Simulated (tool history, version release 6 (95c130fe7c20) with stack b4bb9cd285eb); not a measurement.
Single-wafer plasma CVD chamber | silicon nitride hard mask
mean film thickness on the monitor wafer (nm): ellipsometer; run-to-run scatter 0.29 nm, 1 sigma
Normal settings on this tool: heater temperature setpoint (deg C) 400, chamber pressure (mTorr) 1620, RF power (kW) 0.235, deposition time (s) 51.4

run	hour	heater temperature setpoint (deg C)	chamber pressure (mTorr)	RF power (kW)	deposition time (s)	read-back reference wafer on the same gauge, thickness_nm	mean film thickness on the monitor wafer (nm)
1	0.0	400	1620	0.245	51.4	56.369	50.745
2	53.6	400	1620	0.245	51.4	56.192	50.941
3	150.6	400	1620	0.235	51.4	56.215	48.672
4	222.6	400	1620	0.235	51.4	56.120	48.760
5	295.5	400	1620	0.235	46.0	56.088	43.620
6	379.1	400	1620	0.235	46.0	55.994	43.500
7	475.4	400	1620	0.235	57.2	56.036	54.318
# hour 640.7: capacitance manometer re-zeroed and calibrated
# hour 719.7: gauge calibrated
# hour 729.9: RF generator calibrated
8	781.7	400	1620	0.235	57.2	57.531	55.590
9	842.6	412	2000	0.265	48.6	57.311	54.455
# hour 871.3: showerhead replaced
10	879.1	406	1780	0.235	55.4	57.284	54.330
# hour 903.1: thermocouple changed; heater temperature recalibrated
11	962.2	400	1420	0.235	51.4	56.894	47.600
12	1038.5	393	1620	0.250	51.4	56.758	51.570
13	1098.1	395	1370	0.205	60.8	56.615	48.966
14	1140.4	400	1620	0.235	51.4	56.442	48.918
15	1203.0	400	1620	0.235	51.4	56.394	49.400
16	1309.0	390	1240	0.220	51.4	56.254	42.451
17	1407.7	386	1290	0.205	57.6	56.154	45.433

Each row is a separate what-if for the run after 17, all from the same tool condition, not one after another. Results?
A	1408.1	400	1490	0.235	51.4	?	?
B	1408.1	413	1620	0.235	51.4	?	?
C	1408.1	400	1480	0.255	51.4	?	?
D	1408.1	396	1950	0.235	51.4	?	?

run	read-back reference wafer on the same gauge, thickness_nm	mean film thickness on the monitor wafer (nm)
A	56.188	47.582
B	56.188	48.440
C	56.188	51.042
D	56.188	51.224
With no hidden state in the tool, these same runs would have given:
run	mean film thickness on the monitor wafer (nm)
A	48.890
B	49.772
C	52.445
D	52.632
